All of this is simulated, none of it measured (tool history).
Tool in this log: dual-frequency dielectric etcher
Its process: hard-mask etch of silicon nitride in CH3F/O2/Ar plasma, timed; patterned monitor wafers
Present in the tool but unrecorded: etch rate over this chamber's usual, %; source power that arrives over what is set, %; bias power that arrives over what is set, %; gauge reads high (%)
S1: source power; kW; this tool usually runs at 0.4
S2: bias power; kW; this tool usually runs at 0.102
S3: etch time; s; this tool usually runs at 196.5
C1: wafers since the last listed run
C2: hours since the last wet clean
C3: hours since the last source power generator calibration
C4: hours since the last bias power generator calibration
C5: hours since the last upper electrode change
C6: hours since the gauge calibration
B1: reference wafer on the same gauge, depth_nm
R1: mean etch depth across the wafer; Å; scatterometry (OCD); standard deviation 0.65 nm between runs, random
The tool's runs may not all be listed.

Run 1, hour 0: usual settings; C1 0; C2 203; C3 3123.9; C4 885.1; C5 1848.4; C6 1628.5; B1 167.2. Result: R1 1552 Å.
Run 2, hour 97.4: usual settings; C1 735; C2 300.4; C3 3221.3; C4 982.5; C5 1945.8; C6 1725.9; B1 167.1. Result: R1 1549 Å.
Run 3, hour 175.9: usual settings; C1 592; C2 378.9; C3 3299.8; C4 1061; C5 2024.3; C6 1804.4; B1 167.1. Result: R1 1559 Å.
Run 4, hour 231.5: usual settings; C1 419; C2 434.5; C3 3355.4; C4 1116.6; C5 2079.9; C6 1860; B1 166.9. Result: R1 1563 Å.
Run 5, hour 279.8: usual settings; C1 364; C2 482.8; C3 3403.7; C4 1164.9; C5 2128.2; C6 1908.3; B1 166.9. Result: R1 1563 Å.
At hour 321.1: wet clean of the chamber.
Run 6, hour 321.6: usual settings; C1 134; C2 0.5; C3 3445.5; C4 1206.7; C5 2170; C6 1950.1; B1 167. Result: R1 1561 Å.
Run 7, hour 581.6: usual settings; C1 1962; C2 260.5; C3 3705.5; C4 1466.7; C5 2430; C6 2210.1; B1 167.1. Result: R1 1562 Å.
At hour 638.3: source power generator calibrated.
Run 8, hour 683.8: usual settings; C1 741; C2 362.7; C3 45.5; C4 1568.9; C5 2532.2; C6 2312.3; B1 167. Result: R1 1573 Å.
Run 9, hour 743.7: usual settings; C1 452; C2 422.6; C3 105.4; C4 1628.8; C5 2592.1; C6 2372.2; B1 166.9. Result: R1 1574 Å.
Run 10, hour 783.8: usual settings; C1 302; C2 462.7; C3 145.5; C4 1668.9; C5 2632.2; C6 2412.3; B1 167. Result: R1 1584 Å.
At hour 812.2: wet clean of the chamber.
Run 11, hour 840.5: usual settings; C1 246; C2 28.3; C3 202.2; C4 1725.6; C5 2688.9; C6 2469; B1 166.9. Result: R1 1581 Å.
Run 12, hour 946.4: usual settings; C1 799; C2 134.2; C3 308.1; C4 1831.5; C5 2794.8; C6 2574.9; B1 166.9. Result: R1 1576 Å.
At hour 952.9: bias power generator calibrated.
At hour 1013.6: gauge calibrated.
Run 13, hour 1051.5: usual settings but S1 0.44 kW, S2 0.124 kW, S3 145.5 s; C1 763; C2 239.3; C3 413.2; C4 98.6; C5 2899.9; C6 37.9; B1 166.9. Result: R1 1260 Å.
Run 14, hour 1096: usual settings but S2 0.11 kW; C1 335; C2 283.8; C3 457.7; C4 143.1; C5 2944.4; C6 82.4; B1 167.1. Result: R1 1588 Å.
Run 15, hour 1150.8: usual settings but S1 0.31 kW; C1 413; C2 338.6; C3 512.5; C4 197.9; C5 2999.2; C6 137.2; B1 167.2. Result: R1 1426 Å.
At hour 1186.2: upper electrode replaced.
At hour 1241.2: wet clean of the chamber.
Run 16, hour 1241.7: usual settings but S1 0.34 kW, S3 167.5 s; C1 323; C2 0.5; C3 603.4; C4 288.8; C5 55.5; C6 228.1; B1 167. Result: R1 1258 Å.
Run 17, hour 1308.9: usual settings but S1 0.48 kW; C1 507; C2 67.7; C3 670.6; C4 356; C5 122.7; C6 295.3; B1 167. Result: R1 1646 Å.
Run 18, hour 1407.5: usual settings; C1 744; C2 166.3; C3 769.2; C4 454.6; C5 221.3; C6 393.9; B1 167.1. Result: R1 1550 Å.
Run 19, hour 1558.7: usual settings but S2 0.084 kW, S3 177 s; C1 1141; C2 317.5; C3 920.4; C4 605.8; C5 372.5; C6 545.1; B1 166.8. Result: R1 1312 Å.
Run 20, hour 1653.9: usual settings but S1 0.45 kW; C1 718; C2 412.7; C3 1015.6; C4 701; C5 467.7; C6 640.3; B1 166.9. Result: R1 1629 Å.
Run 21, hour 1692.9: usual settings; C1 294; C2 451.7; C3 1054.6; C4 740; C5 506.7; C6 679.3; B1 167. Result: R1 1557 Å.
At hour 1728.5: wet clean of the chamber.
Run 22, hour 1768.6: usual settings; C1 390; C2 40.1; C3 1130.3; C4 815.7; C5 582.4; C6 755; B1 166.9. Result: R1 1556 Å.
Run 23, hour 1860.9: usual settings but S1 0.43 kW; C1 696; C2 132.4; C3 1222.6; C4 908; C5 674.7; C6 847.3; B1 167. Result: R1 1583 Å.
Run 24, hour 1931.2: usual settings; C1 530; C2 202.7; C3 1292.9; C4 978.3; C5 745; C6 917.6; B1 167. Result: R1 1570 Å.
Run 25, hour 1992.3: usual settings; C1 461; C2 263.8; C3 1354; C4 1039.4; C5 806.1; C6 978.7; B1 167.1. Result: R1 1562 Å.
Run 26, hour 2039.4: usual settings; C1 355; C2 310.9; C3 1401.1; C4 1086.5; C5 853.2; C6 1025.8; B1 167. Result: R1 1559 Å.
Run 27, hour 2110.1: usual settings but S3 181.5 s; C1 533; C2 381.6; C3 1471.8; C4 1157.2; C5 923.9; C6 1096.5; B1 167. Result: R1 1441 Å.
Run 28, hour 2147.8: usual settings but S1 0.34 kW; C1 284; C2 419.3; C3 1509.5; C4 1194.9; C5 961.6; C6 1134.2; B1 167. Result: R1 1467 Å.

What if the next run were any one of these 5? Each begins from the tool's condition after run 28:
Run A, hour 2148.3: usual settings; C1 3; C2 419.8; C3 1510; C4 1195.4; C5 962.1; C6 1134.7; B1 ?. Result: R1 ?.
Run B, hour 2148.3: usual settings but S1 0.5 kW, S2 0.111 kW; C1 3; C2 419.8; C3 1510; C4 1195.4; C5 962.1; C6 1134.7; B1 ?. Result: R1 ?.
Run C, hour 2148.3: usual settings but S1 0.32 kW; C1 3; C2 419.8; C3 1510; C4 1195.4; C5 962.1; C6 1134.7; B1 ?. Result: R1 ?.
Run D, hour 2148.3: usual settings but S1 0.47 kW; C1 3; C2 419.8; C3 1510; C4 1195.4; C5 962.1; C6 1134.7; B1 ?. Result: R1 ?.
Run E, hour 2148.3: usual settings but S1 0.49 kW, S2 0.118 kW; C1 3; C2 419.8; C3 1510; C4 1195.4; C5 962.1; C6 1134.7; B1 ?. Result: R1 ?.

run     B1    R1
  A  166.9  1568
  B  166.9  1738
  C  166.9  1455
  D  166.9  1657
  E  166.9  1759
Take away the tool's hidden state, keep each run's random variation, and the runs would have read:
run    R1
  A  1553
  B  1720
  C  1440
  D  1641
  E  1741
